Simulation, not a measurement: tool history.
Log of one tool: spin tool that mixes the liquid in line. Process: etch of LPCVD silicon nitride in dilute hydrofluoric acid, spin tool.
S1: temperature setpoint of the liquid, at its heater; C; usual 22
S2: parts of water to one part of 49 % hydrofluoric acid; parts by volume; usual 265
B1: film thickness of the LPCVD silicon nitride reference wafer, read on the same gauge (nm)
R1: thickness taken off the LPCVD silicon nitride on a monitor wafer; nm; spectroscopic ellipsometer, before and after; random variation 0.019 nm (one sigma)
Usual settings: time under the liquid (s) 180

Run 1, hour 0.0: usual settings; B1 120.001. Result: R1 0.237 nm.
Run 2, hour 12.3: usual settings; B1 119.976. Result: R1 0.233 nm.
Run 3, hour 27.4: usual settings; B1 119.991. Result: R1 0.230 nm.
Run 4, hour 34.5: usual settings but S1 25 C, S2 200 parts by volume; B1 119.999. Result: R1 0.475 nm.
Run 5, hour 45.2: usual settings but S1 25 C, S2 200 parts by volume; B1 119.998. Result: R1 0.387 nm.
Run 6, hour 54.4: usual settings but S1 25 C, S2 200 parts by volume; B1 120.016. Result: R1 0.438 nm.
Run 7, hour 72.3: usual settings; B1 119.999. Result: R1 0.277 nm.
Run 8, hour 88.9: usual settings; B1 119.981. Result: R1 0.256 nm.
Run 9, hour 101.7: usual settings; B1 120.014. Result: R1 0.276 nm.
Run 10, hour 111.7: usual settings but S2 325 parts by volume; B1 119.992. Result: R1 0.228 nm.
At hour 118.3: hydrofluoric acid flow meter replaced.
Run 11, hour 121.3: usual settings but S2 325 parts by volume; B1 119.980. Result: R1 0.218 nm.
Run 12, hour 137.1: usual settings but S1 25 C; B1 119.974. Result: R1 0.308 nm.
Run 13, hour 152.2: usual settings but S1 19 C; B1 119.977. Result: R1 0.233 nm.
Run 14, hour 162.0: usual settings but S2 305 parts by volume, time under the liquid (s) 260; B1 119.986. Result: R1 0.349 nm.
Run 15, hour 178.0: usual settings; B1 119.998. Result: R1 0.232 nm.
Run 16, hour 186.4: usual settings; B1 119.989. Result: R1 0.243 nm.
Run 17, hour 192.5: usual settings but S2 145 parts by volume, time under the liquid (s) 130; B1 119.995. Result: R1 0.375 nm.

The next listed run, before its measurement:
At hour 199.5: thermometer replaced.
Run 18, hour 200.6: usual settings but S1 19 C; B1 ?. Result: R1 ?.

{"run 18": {"B1": 120.004, "R1": 0.233}}
Without the tool's hidden state the same run would have given R1 0.233 nm.
